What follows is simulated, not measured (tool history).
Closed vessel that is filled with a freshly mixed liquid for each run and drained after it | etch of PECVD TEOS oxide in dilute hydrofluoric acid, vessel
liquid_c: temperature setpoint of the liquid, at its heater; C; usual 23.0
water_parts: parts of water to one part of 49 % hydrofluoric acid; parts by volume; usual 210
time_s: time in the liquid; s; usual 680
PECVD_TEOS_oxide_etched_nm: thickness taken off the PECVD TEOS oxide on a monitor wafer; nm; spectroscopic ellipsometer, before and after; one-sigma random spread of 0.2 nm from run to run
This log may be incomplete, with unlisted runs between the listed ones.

run,hour,liquid_c,water_parts,time_s,wafers since the last listed run,hours since the thermometer was replaced,hours since the hydrofluoric acid flow meter was replaced,hours since the gauge calibration,"read-back film thickness of the PECVD TEOS oxide reference wafer, read on the same gauge (nm)",PECVD_TEOS_oxide_etched_nm
1,0.0,25.0,210,680,0,930.2,192.0,1797.7,111.16,23.09
2,41.1,25.0,210,680,2512,971.3,233.1,1838.8,110.76,22.91
3,69.3,25.0,210,680,1724,999.5,261.3,1867.0,110.46,23.13
4,137.4,23.0,160,680,4163,1067.6,329.4,1935.1,109.82,29.33
# hour 165.7: gauge calibrated
5,174.0,23.0,160,680,2237,1104.2,366.0,8.3,121.54,32.20
6,208.4,23.0,160,680,2103,1138.6,400.4,42.7,121.57,32.38
7,237.0,23.0,210,680,1748,1167.2,429.0,71.3,121.61,23.33
8,274.4,23.0,210,680,2286,1204.6,466.4,108.7,121.60,23.05
# hour 289.3: hydrofluoric acid flow meter replaced
9,303.6,23.0,210,680,1724,1233.8,14.3,137.9,121.54,23.45
10,374.7,23.0,210,680,4347,1304.9,85.4,209.0,121.43,23.61
11,444.3,23.0,210,680,4255,1374.5,155.0,278.6,121.37,23.33
12,506.2,23.0,235,955,3784,1436.4,216.9,340.5,121.31,28.27
13,554.3,28.0,275,555,2940,1484.5,265.0,388.6,121.23,16.20
# hour 606.2: thermometer replaced
14,615.4,18.0,175,1040,3674,9.2,326.1,449.7,120.98,36.04
15,652.8,23.0,210,680,2286,46.6,363.5,487.1,120.97,23.04
16,687.1,21.5,210,940,2097,80.9,397.8,521.4,120.88,30.48
17,723.6,23.0,310,360,2231,117.4,434.3,557.9,120.80,7.49
18,779.1,20.0,110,680,3393,172.9,489.8,613.4,120.66,44.02
19,848.6,21.5,300,680,4249,242.4,559.3,682.9,120.32,14.14
# hour 853.3: hydrofluoric acid flow meter replaced
20,901.2,19.0,210,680,3154,295.0,47.9,735.5,120.17,19.89
21,952.9,23.0,210,980,3161,346.7,99.6,787.2,119.97,33.51
22,1007.3,23.0,210,680,3326,401.1,154.0,841.6,119.75,22.96
23,1066.0,24.5,140,450,3589,459.8,212.7,900.3,119.44,26.14
24,1133.3,26.5,210,295,4114,527.1,280.0,967.6,119.11,11.23
25,1183.2,23.0,210,1045,3051,577.0,329.9,1017.5,118.87,35.05
26,1208.8,19.5,210,680,1565,602.6,355.5,1043.1,118.68,20.05
# hour 1342.6: hydrofluoric acid flow meter replaced
27,1386.2,20.5,170,360,10785,780.0,43.6,1220.5,117.73,14.16
28,1422.6,27.5,255,550,2225,816.4,80.0,1256.9,117.42,16.69
29,1453.4,25.5,310,680,1883,847.2,110.8,1287.7,117.25,15.17
30,1524.3,19.5,210,1060,4335,918.1,181.7,1358.6,116.78,30.83
31,1569.1,23.0,210,680,2739,962.9,226.5,1403.4,116.51,22.36
32,1615.1,18.0,145,460,2812,1008.9,272.5,1449.4,116.13,19.21
33,1642.7,21.5,110,550,1687,1036.5,300.1,1477.0,115.91,35.87

What if the next run were any one of these 4? Each begins from the tool's condition after run 33:
A,1643.5,23.0,210,1020,48,1037.3,300.9,1477.8,?,?
B,1643.5,19.0,210,995,48,1037.3,300.9,1477.8,?,?
C,1643.5,28.0,130,370,48,1037.3,300.9,1477.8,?,?
D,1643.5,23.0,145,680,48,1037.3,300.9,1477.8,?,?

run,"read-back film thickness of the PECVD TEOS oxide reference wafer, read on the same gauge (nm)",PECVD_TEOS_oxide_etched_nm
A,115.88,33.74
B,115.88,28.28
C,115.88,26.12
D,115.88,34.95
The same runs, with their run-to-run variation unchanged, on a tool lacking any hidden condition would have given:
run,PECVD_TEOS_oxide_etched_nm
A,34.93
B,29.28
C,27.04
D,36.18
